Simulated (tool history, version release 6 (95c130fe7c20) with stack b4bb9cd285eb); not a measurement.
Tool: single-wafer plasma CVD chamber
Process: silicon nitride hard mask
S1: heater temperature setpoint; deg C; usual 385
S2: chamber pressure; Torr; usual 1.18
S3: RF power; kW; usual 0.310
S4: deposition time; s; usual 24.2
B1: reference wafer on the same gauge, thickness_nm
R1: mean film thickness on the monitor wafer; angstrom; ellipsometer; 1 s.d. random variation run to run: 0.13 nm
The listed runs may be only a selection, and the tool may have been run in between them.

run	hour	S1	S2	S3	S4	B1	R1
1	0.0	385	1.18	0.310	24.2	22.800	265.59
2	16.0	385	1.18	0.310	24.2	22.796	265.24
# hour 28.8: RF generator calibrated
3	30.2	385	1.18	0.290	21.1	22.803	236.45
# hour 41.0: thermocouple changed; heater temperature recalibrated
4	44.8	389	1.18	0.340	24.2	22.790	297.24
5	54.6	385	1.18	0.310	24.2	22.796	280.58
6	61.1	385	1.18	0.345	28.1	22.806	348.13
7	74.0	389	1.18	0.310	24.2	22.803	278.90
8	85.2	385	1.18	0.310	24.2	22.789	278.57
9	95.9	373	1.18	0.310	28.7	22.811	333.64
10	109.0	385	1.18	0.310	24.2	22.812	279.54
11	120.1	385	1.18	0.310	28.6	22.802	331.18
# hour 134.6: gauge calibrated
12	136.0	385	1.18	0.265	25.8	22.802	269.22
13	152.2	398	1.18	0.370	24.2	22.798	303.76
14	163.0	379	1.18	0.275	21.9	22.796	236.02
15	179.7	385	1.35	0.310	24.2	22.795	290.61
# hour 189.2: capacitance manometer re-zeroed and calibrated
16	216.2	394	0.93	0.335	21.4	22.805	236.74
17	226.7	371	1.18	0.250	27.9	22.808	283.17
18	235.2	385	1.18	0.290	21.9	22.817	240.70
19	250.8	391	1.01	0.360	21.7	22.793	255.04
20	263.4	397	1.07	0.345	24.2	22.801	283.22
21	275.4	381	1.40	0.255	24.2	22.787	260.89
22	287.9	385	1.18	0.310	24.2	22.798	276.59
23	299.3	398	1.29	0.310	19.9	22.799	230.16
24	307.8	385	1.18	0.310	24.2	22.802	274.90
25	319.7	399	0.96	0.365	20.5	22.810	237.60
26	331.4	380	1.40	0.265	24.2	22.801	265.03
27	343.6	385	1.18	0.310	24.2	22.800	276.61
28	360.2	385	1.18	0.310	24.2	22.803	274.67
29	370.2	385	1.02	0.270	24.2	22.802	243.23

State the hidden condition of the tool at each of the runs:
wafer temperature above the value expected at the setpoint (K): 0 on each run
true pressure above the setpoint (%): 0 on each run
gauge reads high (%): 0 on each run
H1: delivered RF power above the setpoint (%)
run	H1
1	-9.67
2	-9.68
3	-0.261
4	-0.522
5	-0.692
6	-0.803
7	-1.02
8	-1.2
9	-1.37
10	-1.58
11	-1.74
12	-1.98
13	-2.21
14	-2.35
15	-2.58
16	-3.04
17	-3.17
18	-3.26
19	-3.44
20	-3.58
21	-3.71
22	-3.85
23	-3.96
24	-4.05
25	-4.16
26	-4.28
27	-4.39
28	-4.54
29	-4.63
